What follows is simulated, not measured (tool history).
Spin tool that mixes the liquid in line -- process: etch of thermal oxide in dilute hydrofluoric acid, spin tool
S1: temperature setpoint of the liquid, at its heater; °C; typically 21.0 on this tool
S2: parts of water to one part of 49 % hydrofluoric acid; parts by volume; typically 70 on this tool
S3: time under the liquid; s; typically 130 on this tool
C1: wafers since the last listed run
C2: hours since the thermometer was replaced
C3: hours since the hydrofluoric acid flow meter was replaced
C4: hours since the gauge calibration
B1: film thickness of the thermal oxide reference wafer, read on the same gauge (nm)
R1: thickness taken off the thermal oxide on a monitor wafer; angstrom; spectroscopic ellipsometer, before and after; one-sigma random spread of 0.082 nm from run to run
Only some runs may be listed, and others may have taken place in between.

{"run": 1, "hour": 0.0, "S1": 21.0, "S2": 70, "S3": 130, "C1": 0, "C2": 1033.9, "C3": 887.9, "C4": 717.7, "B1": 130.07, "R1": 80.2}
{"run": 2, "hour": 80.2, "S1": 21.0, "S2": 70, "S3": 130, "C1": 393, "C2": 1114.1, "C3": 968.1, "C4": 797.9, "B1": 130.03, "R1": 78.5}
{"run": 3, "hour": 130.8, "S1": 21.0, "S2": 70, "S3": 130, "C1": 248, "C2": 1164.7, "C3": 1018.7, "C4": 848.5, "B1": 130.0, "R1": 79.0}
{"run": 4, "hour": 204.9, "S1": 23.5, "S2": 60, "S3": 130, "C1": 363, "C2": 1238.8, "C3": 1092.8, "C4": 922.6, "B1": 130.04, "R1": 102.7}
{"run": 5, "hour": 257.1, "S1": 23.5, "S2": 60, "S3": 130, "C1": 255, "C2": 1291.0, "C3": 1145.0, "C4": 974.8, "B1": 130.03, "R1": 103.2}
{"hour": 259.5, "done": "thermometer replaced"}
{"run": 6, "hour": 354.7, "S1": 19.0, "S2": 90, "S3": 130, "C1": 473, "C2": 95.2, "C3": 1242.6, "C4": 1072.4, "B1": 130.04, "R1": 60.7}
{"run": 7, "hour": 396.0, "S1": 19.0, "S2": 90, "S3": 130, "C1": 202, "C2": 136.5, "C3": 1283.9, "C4": 1113.7, "B1": 129.95, "R1": 60.3}
{"run": 8, "hour": 491.0, "S1": 19.0, "S2": 90, "S3": 130, "C1": 465, "C2": 231.5, "C3": 1378.9, "C4": 1208.7, "B1": 130.0, "R1": 58.9}
{"run": 9, "hour": 547.6, "S1": 21.0, "S2": 70, "S3": 130, "C1": 277, "C2": 288.1, "C3": 1435.5, "C4": 1265.3, "B1": 129.95, "R1": 83.1}
{"run": 10, "hour": 648.0, "S1": 21.0, "S2": 85, "S3": 130, "C1": 492, "C2": 388.5, "C3": 1535.9, "C4": 1365.7, "B1": 130.03, "R1": 67.5}
{"run": 11, "hour": 734.2, "S1": 21.0, "S2": 85, "S3": 130, "C1": 422, "C2": 474.7, "C3": 1622.1, "C4": 1451.9, "B1": 130.0, "R1": 65.7}
{"run": 12, "hour": 776.1, "S1": 21.0, "S2": 100, "S3": 130, "C1": 205, "C2": 516.6, "C3": 1664.0, "C4": 1493.8, "B1": 129.96, "R1": 55.6}
{"run": 13, "hour": 866.6, "S1": 21.0, "S2": 70, "S3": 105, "C1": 443, "C2": 607.1, "C3": 1754.5, "C4": 1584.3, "B1": 129.95, "R1": 66.5}
{"run": 14, "hour": 933.2, "S1": 23.5, "S2": 85, "S3": 100, "C1": 326, "C2": 673.7, "C3": 1821.1, "C4": 1650.9, "B1": 129.95, "R1": 56.4}
{"run": 15, "hour": 1014.4, "S1": 21.0, "S2": 70, "S3": 80, "C1": 398, "C2": 754.9, "C3": 1902.3, "C4": 1732.1, "B1": 129.98, "R1": 48.6}
{"run": 16, "hour": 1199.8, "S1": 19.0, "S2": 70, "S3": 75, "C1": 908, "C2": 940.3, "C3": 2087.7, "C4": 1917.5, "B1": 130.04, "R1": 41.7}
{"run": 17, "hour": 1245.9, "S1": 19.5, "S2": 40, "S3": 155, "C1": 225, "C2": 986.4, "C3": 2133.8, "C4": 1963.6, "B1": 129.95, "R1": 159.8}
{"hour": 1314.6, "done": "gauge calibrated"}
{"run": 18, "hour": 1329.1, "S1": 21.0, "S2": 105, "S3": 80, "C1": 407, "C2": 1069.6, "C3": 2217.0, "C4": 14.5, "B1": 130.01, "R1": 31.6}
{"run": 19, "hour": 1553.7, "S1": 23.5, "S2": 85, "S3": 100, "C1": 1101, "C2": 1294.2, "C3": 2441.6, "C4": 239.1, "B1": 130.0, "R1": 53.6}
{"hour": 1555.1, "done": "thermometer replaced"}
{"run": 20, "hour": 1649.6, "S1": 21.0, "S2": 70, "S3": 130, "C1": 465, "C2": 94.5, "C3": 2537.5, "C4": 335.0, "B1": 129.98, "R1": 86.6}
{"run": 21, "hour": 1693.4, "S1": 24.5, "S2": 90, "S3": 75, "C1": 214, "C2": 138.3, "C3": 2581.3, "C4": 378.8, "B1": 129.97, "R1": 43.4}
{"hour": 1717.7, "done": "hydrofluoric acid flow meter replaced"}
{"run": 22, "hour": 1757.2, "S1": 19.0, "S2": 100, "S3": 130, "C1": 307, "C2": 202.1, "C3": 39.5, "C4": 442.6, "B1": 129.98, "R1": 53.1}
{"run": 23, "hour": 1814.0, "S1": 25.0, "S2": 90, "S3": 130, "C1": 278, "C2": 258.9, "C3": 96.3, "C4": 499.4, "B1": 129.99, "R1": 75.1}
{"run": 24, "hour": 1880.1, "S1": 21.0, "S2": 70, "S3": 185, "C1": 324, "C2": 325.0, "C3": 162.4, "C4": 565.5, "B1": 129.99, "R1": 121.0}
{"run": 25, "hour": 1932.2, "S1": 17.5, "S2": 100, "S3": 85, "C1": 255, "C2": 377.1, "C3": 214.5, "C4": 617.6, "B1": 130.0, "R1": 32.3}
{"run": 26, "hour": 2016.4, "S1": 21.0, "S2": 70, "S3": 130, "C1": 412, "C2": 461.3, "C3": 298.7, "C4": 701.8, "B1": 129.99, "R1": 83.4}
{"run": 27, "hour": 2104.0, "S1": 22.5, "S2": 40, "S3": 55, "C1": 429, "C2": 548.9, "C3": 386.3, "C4": 789.4, "B1": 130.02, "R1": 68.5}
{"run": 28, "hour": 2170.7, "S1": 25.0, "S2": 70, "S3": 130, "C1": 326, "C2": 615.6, "C3": 453.0, "C4": 856.1, "B1": 130.02, "R1": 96.6}
{"run": 29, "hour": 2216.3, "S1": 21.0, "S2": 55, "S3": 165, "C1": 223, "C2": 661.2, "C3": 498.6, "C4": 901.7, "B1": 130.01, "R1": 135.9}
{"run": 30, "hour": 2312.5, "S1": 25.5, "S2": 50, "S3": 170, "C1": 471, "C2": 757.4, "C3": 594.8, "C4": 997.9, "B1": 130.07, "R1": 180.1}
{"run": 31, "hour": 2359.9, "S1": 21.0, "S2": 100, "S3": 130, "C1": 232, "C2": 804.8, "C3": 642.2, "C4": 1045.3, "B1": 129.93, "R1": 54.2}
{"run": 32, "hour": 2424.7, "S1": 21.0, "S2": 70, "S3": 130, "C1": 317, "C2": 869.6, "C3": 707.0, "C4": 1110.1, "B1": 129.96, "R1": 80.5}
{"run": 33, "hour": 2484.2, "S1": 21.0, "S2": 55, "S3": 130, "C1": 291, "C2": 929.1, "C3": 766.5, "C4": 1169.6, "B1": 130.01, "R1": 103.5}
{"run": 34, "hour": 2581.0, "S1": 21.0, "S2": 105, "S3": 130, "C1": 474, "C2": 1025.9, "C3": 863.3, "C4": 1266.4, "B1": 130.01, "R1": 50.3}

Hidden state, per run?
hydrofluoric acid flow above the setpoint (%): 0 on each run
gauge reads high (%): 0 on each run
H1: liquid colder than its thermometer reads (K)
run=1 H1=2.19
run=2 H1=2.36
run=3 H1=2.46
run=4 H1=2.61
run=5 H1=2.72
run=6 H1=0.535
run=7 H1=0.619
run=8 H1=0.813
run=9 H1=0.929
run=10 H1=1.13
run=11 H1=1.31
run=12 H1=1.39
run=13 H1=1.58
run=14 H1=1.72
run=15 H1=1.88
run=16 H1=2.26
run=17 H1=2.35
run=18 H1=2.52
run=19 H1=2.98
run=20 H1=0.338
run=21 H1=0.427
run=22 H1=0.557
run=23 H1=0.673
run=24 H1=0.808
run=25 H1=0.914
run=26 H1=1.09
run=27 H1=1.26
run=28 H1=1.4
run=29 H1=1.49
run=30 H1=1.69
run=31 H1=1.79
run=32 H1=1.92
run=33 H1=2.04
run=34 H1=2.24

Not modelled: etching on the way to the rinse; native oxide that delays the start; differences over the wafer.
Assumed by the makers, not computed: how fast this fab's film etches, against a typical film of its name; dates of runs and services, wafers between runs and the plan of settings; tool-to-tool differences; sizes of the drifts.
